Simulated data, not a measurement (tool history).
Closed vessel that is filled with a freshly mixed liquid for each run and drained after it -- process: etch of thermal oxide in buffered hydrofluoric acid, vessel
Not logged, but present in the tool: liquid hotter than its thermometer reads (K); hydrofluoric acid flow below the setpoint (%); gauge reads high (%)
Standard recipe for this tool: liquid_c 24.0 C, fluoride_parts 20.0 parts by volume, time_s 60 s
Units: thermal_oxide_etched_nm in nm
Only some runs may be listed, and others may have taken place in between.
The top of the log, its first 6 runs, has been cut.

run,day,liquid_c,fluoride_parts,time_s,wafers since the last listed run,hours since the thermometer was replaced,hours since the hydrofluoric acid flow meter was replaced,hours since the gauge calibration,"read-back film thickness of the thermal oxide reference wafer, read on the same gauge (nm)",thermal_oxide_etched_nm
7,9.171,24.0,20.0,60,5185,2123.7,157.4,1647.0,39.98,37.18
8,11.858,24.0,20.0,60,6797,2188.2,221.9,1711.5,39.98,37.61
9,13.579,24.0,14.5,60,4352,2229.5,263.2,1752.8,40.00,50.09
10,15.554,24.0,14.5,60,4995,2276.9,310.6,1800.2,39.99,51.72
11,17.300,24.0,20.0,60,4415,2318.8,352.5,1842.1,40.02,37.86
# day 18.058: thermometer replaced
12,20.008,24.0,20.0,60,6744,46.8,417.5,1907.1,39.99,35.61
13,21.054,24.0,20.0,60,2645,71.9,442.6,1932.2,40.01,35.40
# day 21.504: hydrofluoric acid flow meter replaced
14,22.612,24.0,28.0,60,3836,109.3,26.6,1969.6,39.97,28.34
# day 24.612: gauge calibrated
15,24.729,28.0,27.5,30,5353,160.1,77.4,2.8,40.04,17.76
16,26.508,25.5,20.0,85,4500,202.8,120.1,45.5,40.00,53.90
17,28.442,24.0,17.0,60,4889,249.2,166.5,91.9,39.99,41.27
18,29.821,24.0,20.0,60,3488,282.3,199.6,125.0,39.99,36.10

Run 19 has not been measured yet. What should we expect?
19,32.650,24.0,20.0,60,7155,350.2,267.5,192.9,?,?

read-back film thickness of the thermal oxide reference wafer, read on the same gauge (nm): 39.99
thermal_oxide_etched_nm: 35.73 nm
On a tool with no hidden condition, and with the same random variation, this run would have come out at thermal_oxide_etched_nm 35.38 nm.
